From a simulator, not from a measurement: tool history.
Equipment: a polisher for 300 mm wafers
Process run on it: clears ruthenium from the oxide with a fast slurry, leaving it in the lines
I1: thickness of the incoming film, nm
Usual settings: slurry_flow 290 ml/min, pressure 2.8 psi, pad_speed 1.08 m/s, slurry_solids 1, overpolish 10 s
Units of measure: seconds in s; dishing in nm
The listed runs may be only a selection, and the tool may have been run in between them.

{"run": 1, "hour": 0.0, "slurry_flow": 290, "pressure": 2.8, "pad_speed": 1.08, "slurry_solids": 1.2, "overpolish": 6, "I1": 269, "seconds": 61, "dishing": 26.8}
{"run": 2, "hour": 6.9, "slurry_flow": 290, "pressure": 2.8, "pad_speed": 1.08, "slurry_solids": 1.2, "overpolish": 6, "I1": 270.3, "seconds": 61.2, "dishing": 26.4}
{"hour": 12.7, "done": "slurry blender recalibrated"}
{"run": 3, "hour": 23.3, "slurry_flow": 290, "pressure": 2.8, "pad_speed": 1.08, "slurry_solids": 1.2, "overpolish": 6, "I1": 273.6, "seconds": 52.9, "dishing": 29.9}
{"run": 4, "hour": 40.8, "slurry_flow": 290, "pressure": 2.8, "pad_speed": 1.08, "slurry_solids": 1, "overpolish": 10, "I1": 275, "seconds": 59.2, "dishing": 43}
{"run": 5, "hour": 56.7, "slurry_flow": 290, "pressure": 2.8, "pad_speed": 1.08, "slurry_solids": 1, "overpolish": 10, "I1": 269.4, "seconds": 59.9, "dishing": 43.1}
{"run": 6, "hour": 65.0, "slurry_flow": 290, "pressure": 2.8, "pad_speed": 1.08, "slurry_solids": 1, "overpolish": 10, "I1": 267.1, "seconds": 60.1, "dishing": 42.3}
{"hour": 78.3, "done": "worn pad replaced by a new one"}
{"run": 7, "hour": 78.8, "slurry_flow": 290, "pressure": 2.8, "pad_speed": 1.08, "slurry_solids": 1, "overpolish": 12, "I1": 267, "seconds": 55.1, "dishing": 53.9}
{"run": 8, "hour": 95.6, "slurry_flow": 240, "pressure": 2.8, "pad_speed": 1.08, "slurry_solids": 1, "overpolish": 10, "I1": 267.2, "seconds": 58.8, "dishing": 42.7}
{"run": 9, "hour": 111.6, "slurry_flow": 240, "pressure": 2.8, "pad_speed": 1.08, "slurry_solids": 1, "overpolish": 10, "I1": 265.1, "seconds": 59.9, "dishing": 41.7}
{"run": 10, "hour": 125.2, "slurry_flow": 290, "pressure": 2.8, "pad_speed": 1.08, "slurry_solids": 1, "overpolish": 10, "I1": 269.9, "seconds": 61.9, "dishing": 41}
{"run": 11, "hour": 138.7, "slurry_flow": 290, "pressure": 2.8, "pad_speed": 1.08, "slurry_solids": 1, "overpolish": 10, "I1": 268.3, "seconds": 63.2, "dishing": 40.8}
{"run": 12, "hour": 156.4, "slurry_flow": 290, "pressure": 2.8, "pad_speed": 1.08, "slurry_solids": 1, "overpolish": 10, "I1": 269.7, "seconds": 66.4, "dishing": 38.6}
{"hour": 163.8, "done": "worn pad replaced by a new one"}
{"run": 13, "hour": 164.3, "slurry_flow": 290, "pressure": 2.8, "pad_speed": 1.08, "slurry_solids": 1, "overpolish": 10, "I1": 270.7, "seconds": 59.9, "dishing": 42.7}
{"run": 14, "hour": 176.3, "slurry_flow": 290, "pressure": 2.8, "pad_speed": 0.82, "slurry_solids": 1.25, "overpolish": 15, "I1": 272.6, "seconds": 75.7, "dishing": 51.1}
{"run": 15, "hour": 194.0, "slurry_flow": 250, "pressure": 2.8, "pad_speed": 1.08, "slurry_solids": 1, "overpolish": 5, "I1": 270.7, "seconds": 65.3, "dishing": 20.5}
{"run": 16, "hour": 211.4, "slurry_flow": 290, "pressure": 2.8, "pad_speed": 1.08, "slurry_solids": 1, "overpolish": 10, "I1": 269, "seconds": 67.3, "dishing": 38.3}
{"run": 17, "hour": 218.0, "slurry_flow": 290, "pressure": 2.8, "pad_speed": 1.08, "slurry_solids": 1, "overpolish": 8, "I1": 272.8, "seconds": 69.6, "dishing": 30.7}
{"hour": 223.7, "done": "slurry nozzle cleaned"}
{"hour": 229.4, "done": "head pressure recalibrated"}
{"run": 18, "hour": 230.1, "slurry_flow": 225, "pressure": 1.9, "pad_speed": 1.3, "slurry_solids": 1.2, "overpolish": 10, "I1": 274.3, "seconds": 81.6, "dishing": 31.6}
{"run": 19, "hour": 242.4, "slurry_flow": 360, "pressure": 2.8, "pad_speed": 1.44, "slurry_solids": 1, "overpolish": 10, "I1": 271.4, "seconds": 54.7, "dishing": 47.2}
{"hour": 252.4, "done": "slurry blender recalibrated"}
{"hour": 256.4, "done": "worn pad replaced by a new one"}
{"run": 20, "hour": 256.9, "slurry_flow": 290, "pressure": 2.8, "pad_speed": 0.72, "slurry_solids": 1, "overpolish": 6, "I1": 274.1, "seconds": 83.6, "dishing": 19.2}
{"run": 21, "hour": 268.2, "slurry_flow": 290, "pressure": 2.8, "pad_speed": 1.08, "slurry_solids": 1, "overpolish": 10, "I1": 272, "seconds": 56.9, "dishing": 45.6}
{"run": 22, "hour": 321.2, "slurry_flow": 290, "pressure": 2.4, "pad_speed": 0.74, "slurry_solids": 1, "overpolish": 10, "I1": 266.6, "seconds": 107.8, "dishing": 24.7}
{"run": 23, "hour": 335.2, "slurry_flow": 290, "pressure": 2.2, "pad_speed": 1.08, "slurry_solids": 1, "overpolish": 10, "I1": 266.1, "seconds": 82.1, "dishing": 32}
{"hour": 344.5, "done": "worn pad replaced by a new one"}
{"run": 24, "hour": 346.5, "slurry_flow": 290, "pressure": 2.8, "pad_speed": 0.92, "slurry_solids": 1.2, "overpolish": 10, "I1": 267.4, "seconds": 64.4, "dishing": 40.1}
{"run": 25, "hour": 353.5, "slurry_flow": 350, "pressure": 1.9, "pad_speed": 1.08, "slurry_solids": 1.15, "overpolish": 5, "I1": 264.7, "seconds": 78.5, "dishing": 16.8}
{"run": 26, "hour": 369.0, "slurry_flow": 290, "pressure": 2.8, "pad_speed": 1.08, "slurry_solids": 1, "overpolish": 10, "I1": 268.5, "seconds": 61, "dishing": 42.4}
{"run": 27, "hour": 380.0, "slurry_flow": 330, "pressure": 2.8, "pad_speed": 0.88, "slurry_solids": 1.15, "overpolish": 10, "I1": 270.1, "seconds": 71.3, "dishing": 36.2}

Here are 5 independent what-if runs from the current tool condition. What would each one return?
{"run": "A", "hour": 380.4, "slurry_flow": 290, "pressure": 2.8, "pad_speed": 1.08, "slurry_solids": 1, "overpolish": 13, "I1": 271.7, "seconds": "?", "dishing": "?"}
{"run": "B", "hour": 380.4, "slurry_flow": 290, "pressure": 3.6, "pad_speed": 1.08, "slurry_solids": 1, "overpolish": 13, "I1": 271.7, "seconds": "?", "dishing": "?"}
{"run": "C", "hour": 380.4, "slurry_flow": 195, "pressure": 2.4, "pad_speed": 0.98, "slurry_solids": 1, "overpolish": 8, "I1": 271.7, "seconds": "?", "dishing": "?"}
{"run": "D", "hour": 380.4, "slurry_flow": 345, "pressure": 3.3, "pad_speed": 1.08, "slurry_solids": 1, "overpolish": 15, "I1": 271.7, "seconds": "?", "dishing": "?"}
{"run": "E", "hour": 380.4, "slurry_flow": 255, "pressure": 2.8, "pad_speed": 1.08, "slurry_solids": 1, "overpolish": 10, "I1": 271.7, "seconds": "?", "dishing": "?"}

run=A seconds=63.7 dishing=52.4
run=B seconds=49.5 dishing=65.6
run=C seconds=86.2 dishing=25.1
run=D seconds=53.2 dishing=69.9
run=E seconds=64.6 dishing=40.6
Had the tool no hidden state, the same runs would have come out as:
run=A seconds=54 dishing=60.8
run=B seconds=42 dishing=75.8
run=C seconds=73 dishing=29.4
run=D seconds=45.1 dishing=80.6
run=E seconds=54.7 dishing=47.4
